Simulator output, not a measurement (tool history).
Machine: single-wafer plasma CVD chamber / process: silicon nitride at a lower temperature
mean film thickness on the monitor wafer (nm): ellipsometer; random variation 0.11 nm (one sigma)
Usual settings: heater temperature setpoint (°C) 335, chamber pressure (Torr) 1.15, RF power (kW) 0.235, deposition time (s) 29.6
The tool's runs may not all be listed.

| run | day | heater temperature setpoint (°C) | chamber pressure (Torr) | RF power (kW) | deposition time (s) | wafers since the last listed run | hours since the last thermocouple change | hours since the last RF generator calibration | hours since the last manometer calibration | hours since the showerhead was replaced | hours since the gauge calibration | read-back reference wafer on the same gauge, thickness_nm | mean film thickness on the monitor wafer (nm) |
|---|---|---|---|---|---|---|---|---|---|---|---|---|---|
| 1 | 0 | 335 | 1.15 | 0.27 | 29.6 | 0 | 2561 | 1602.5 | 1602.4 | 2385.8 | 131.5 | 32.568 | 29.641 |
| 2 | 0.929 | 335 | 1.15 | 0.235 | 29.6 | 331 | 2583.3 | 1624.8 | 1624.7 | 2408.1 | 153.8 | 32.624 | 27.068 |
| 3 | 4.171 | 335 | 1.15 | 0.235 | 29.6 | 1157 | 2661.1 | 1702.6 | 1702.5 | 2485.9 | 231.6 | 32.598 | 26.91 |
| 4 | 4.771 | 335 | 1.15 | 0.235 | 29.6 | 214 | 2675.5 | 1717 | 1716.9 | 2500.3 | 246 | 32.602 | 26.792 |
| 5 | 6.204 | 335 | 1.15 | 0.235 | 29.6 | 511 | 2709.9 | 1751.4 | 1751.3 | 2534.7 | 280.4 | 32.597 | 26.734 |
| 6 | 6.838 | 335 | 1.15 | 0.235 | 29.6 | 226 | 2725.1 | 1766.6 | 1766.5 | 2549.9 | 295.6 | 32.625 | 26.634 |
| 7 | 7.804 | 335 | 1.15 | 0.235 | 32.1 | 345 | 2748.3 | 1789.8 | 1789.7 | 2573.1 | 318.8 | 32.608 | 29.059 |
| 8 | 8.992 | 335 | 1.15 | 0.235 | 32.1 | 424 | 2776.8 | 1818.3 | 1818.2 | 2601.6 | 347.3 | 32.571 | 29.004 |
|  | 9.167 | gauge calibrated |
| 9 | 9.571 | 335 | 1.15 | 0.235 | 32.1 | 206 | 2790.7 | 1832.2 | 1832.1 | 2615.5 | 9.7 | 32.634 | 29.076 |
| 10 | 10.325 | 335 | 1.15 | 0.235 | 29.6 | 269 | 2808.8 | 1850.3 | 1850.2 | 2633.6 | 27.8 | 32.59 | 26.653 |
| 11 | 12.217 | 335 | 1.15 | 0.235 | 29.6 | 675 | 2854.2 | 1895.7 | 1895.6 | 2679 | 73.2 | 32.589 | 26.55 |
| 12 | 13.512 | 335 | 1.15 | 0.235 | 29.6 | 462 | 2885.3 | 1926.8 | 1926.7 | 2710.1 | 104.3 | 32.594 | 26.63 |
| 13 | 14.212 | 335 | 1.15 | 0.235 | 29.6 | 250 | 2902.1 | 1943.6 | 1943.5 | 2726.9 | 121.1 | 32.623 | 26.589 |
|  | 14.938 | thermocouple changed; heater temperature recalibrated |
| 14 | 15.546 | 330 | 1.39 | 0.235 | 33.9 | 357 | 14.6 | 1975.6 | 1975.5 | 2758.9 | 153.1 | 32.602 | 31.93 |
| 15 | 17 | 335 | 1.36 | 0.235 | 27.5 | 519 | 49.5 | 2010.5 | 2010.4 | 2793.8 | 188 | 32.615 | 25.789 |
| 16 | 17.658 | 335 | 1.41 | 0.2 | 29.6 | 235 | 65.3 | 2026.3 | 2026.2 | 2809.6 | 203.8 | 32.622 | 25.251 |
| 17 | 18.888 | 347 | 1.28 | 0.28 | 25.9 | 439 | 94.8 | 2055.8 | 2055.7 | 2839.1 | 233.3 | 32.627 | 26.874 |
| 18 | 19.525 | 330 | 1.33 | 0.19 | 27.2 | 227 | 110.1 | 2071.1 | 2071 | 2854.4 | 248.6 | 32.587 | 21.76 |
|  | 20.054 | capacitance manometer re-zeroed and calibrated |
| 19 | 20.117 | 335 | 1.23 | 0.235 | 29.6 | 92 | 124.3 | 2085.3 | 1.5 | 2868.6 | 262.8 | 32.598 | 26.988 |
|  | 20.954 | showerhead replaced |
| 20 | 20.975 | 335 | 1.06 | 0.235 | 29.6 | 187 | 144.9 | 2105.9 | 22.1 | 0.5 | 283.4 | 32.63 | 25.598 |
| 21 | 22.321 | 322 | 1.15 | 0.235 | 29.6 | 480 | 177.2 | 2138.2 | 54.4 | 32.8 | 315.7 | 32.603 | 26.311 |
|  | 22.908 | RF generator calibrated |
|  | 23.438 | gauge calibrated |
| 22 | 25.708 | 335 | 1.15 | 0.235 | 29.6 | 1090 | 258.5 | 67.2 | 135.7 | 114.1 | 54.5 | 32.572 | 27.962 |
| 23 | 26.604 | 335 | 1.15 | 0.235 | 29.6 | 319 | 280 | 88.7 | 157.2 | 135.6 | 76 | 32.584 | 27.973 |
| 24 | 27.383 | 343 | 1.15 | 0.205 | 34 | 278 | 298.7 | 107.4 | 175.9 | 154.3 | 94.7 | 32.615 | 28.802 |
| 25 | 28.388 | 335 | 1.15 | 0.235 | 29.6 | 358 | 322.8 | 131.5 | 200 | 178.4 | 118.8 | 32.61 | 27.899 |
| 26 | 29.871 | 335 | 0.99 | 0.235 | 29.6 | 529 | 358.4 | 167.1 | 235.6 | 214 | 154.4 | 32.567 | 26.583 |

4 ways to go on from here, each from the tool as it stands after run 26. What would each give?
| A | 29.888 | 335 | 1.15 | 0.28 | 29.6 | 5 | 358.8 | 167.5 | 236 | 214.4 | 154.8 | ? | ? |
| B | 29.888 | 335 | 1.15 | 0.19 | 26.6 | 5 | 358.8 | 167.5 | 236 | 214.4 | 154.8 | ? | ? |
| C | 29.888 | 324 | 0.88 | 0.235 | 32.8 | 5 | 358.8 | 167.5 | 236 | 214.4 | 154.8 | ? | ? |
| D | 29.888 | 340 | 1.15 | 0.2 | 32.6 | 5 | 358.8 | 167.5 | 236 | 214.4 | 154.8 | ? | ? |

| run | read-back reference wafer on the same gauge, thickness_nm | mean film thickness on the monitor wafer (nm) |
|---|---|---|
| A | 32.619 | 31.21 |
| B | 32.619 | 21.476 |
| C | 32.619 | 28.146 |
| D | 32.619 | 27.227 |
Take away the tool's hidden state, keep each run's random variation, and the runs would have read:
| run | mean film thickness on the monitor wafer (nm) |
|---|---|
| A | 31.306 |
| B | 21.548 |
| C | 28.236 |
| D | 27.318 |
